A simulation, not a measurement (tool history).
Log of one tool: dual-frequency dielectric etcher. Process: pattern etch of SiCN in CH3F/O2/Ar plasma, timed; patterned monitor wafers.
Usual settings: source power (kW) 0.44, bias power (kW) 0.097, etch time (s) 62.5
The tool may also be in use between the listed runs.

run,hour,source power (kW),bias power (kW),etch time (s),"read-back reference wafer on the same gauge, depth_nm",mean etch depth across the wafer (nm)
1,0,0.53,0.097,62.5,27.8,28.46
2,63.8,0.44,0.097,62.5,27.81,26.95
3,93.9,0.44,0.097,62.5,27.8,27.03
4,121.6,0.44,0.097,54,27.8,23.27
5,150.4,0.44,0.097,54,27.8,23.35
6,189.1,0.44,0.097,54,27.8,23.33
7,255.3,0.44,0.097,62.5,27.8,27.09
8,286,0.44,0.097,62.5,27.8,27.2
9,338.4,0.44,0.097,62.5,27.81,27.18
10,399.4,0.41,0.085,62.5,27.81,25.55
# hour 441.4: upper electrode replaced
# hour 478: wet clean of the chamber
11,478.5,0.41,0.085,62.5,27.8,25.16
12,500.3,0.41,0.085,62.5,27.79,25.17
13,549.6,0.44,0.097,62.5,27.8,26.82
# hour 569.7: source power generator calibrated
# hour 666.3: gauge calibrated
14,751.2,0.44,0.097,62.5,27.8,27.1
15,776.1,0.44,0.097,54,27.8,23.41
16,838.1,0.51,0.107,74,27.81,35.03
# hour 911.6: wet clean of the chamber
17,912.1,0.55,0.097,75,27.8,34.41
18,920.6,0.51,0.107,74,27.79,34.3
19,969.5,0.44,0.097,62.5,27.8,26.76
20,1008.4,0.44,0.097,80,27.8,34.39
# hour 1015.6: bias power generator calibrated
21,1044.7,0.47,0.109,62.5,27.8,28.12
22,1110.6,0.44,0.121,62.5,27.79,28.67
23,1135.1,0.44,0.097,62.5,27.8,26.6
24,1187.1,0.37,0.119,53,27.8,23.12
25,1227.4,0.44,0.097,77.5,27.81,33.08
26,1290.6,0.5,0.097,70.5,27.79,31.49
# hour 1351.9: wet clean of the chamber
27,1352.4,0.35,0.097,62.5,27.81,24.81
28,1414.8,0.35,0.075,62.5,27.79,22.75
29,1441,0.44,0.097,56,27.81,23.88

Forecast each of these 3 alternatives for the next run:
A,1441.4,0.44,0.085,62.5,?,?
B,1441.4,0.35,0.117,62.5,?,?
C,1441.4,0.52,0.097,73,?,?

run,"read-back reference wafer on the same gauge, depth_nm",mean etch depth across the wafer (nm)
A,27.8,25.48
B,27.8,26.63
C,27.8,32.77
Without the tool's hidden state the same runs would have given:
run,mean etch depth across the wafer (nm)
A,25.24
B,26.36
C,32.46

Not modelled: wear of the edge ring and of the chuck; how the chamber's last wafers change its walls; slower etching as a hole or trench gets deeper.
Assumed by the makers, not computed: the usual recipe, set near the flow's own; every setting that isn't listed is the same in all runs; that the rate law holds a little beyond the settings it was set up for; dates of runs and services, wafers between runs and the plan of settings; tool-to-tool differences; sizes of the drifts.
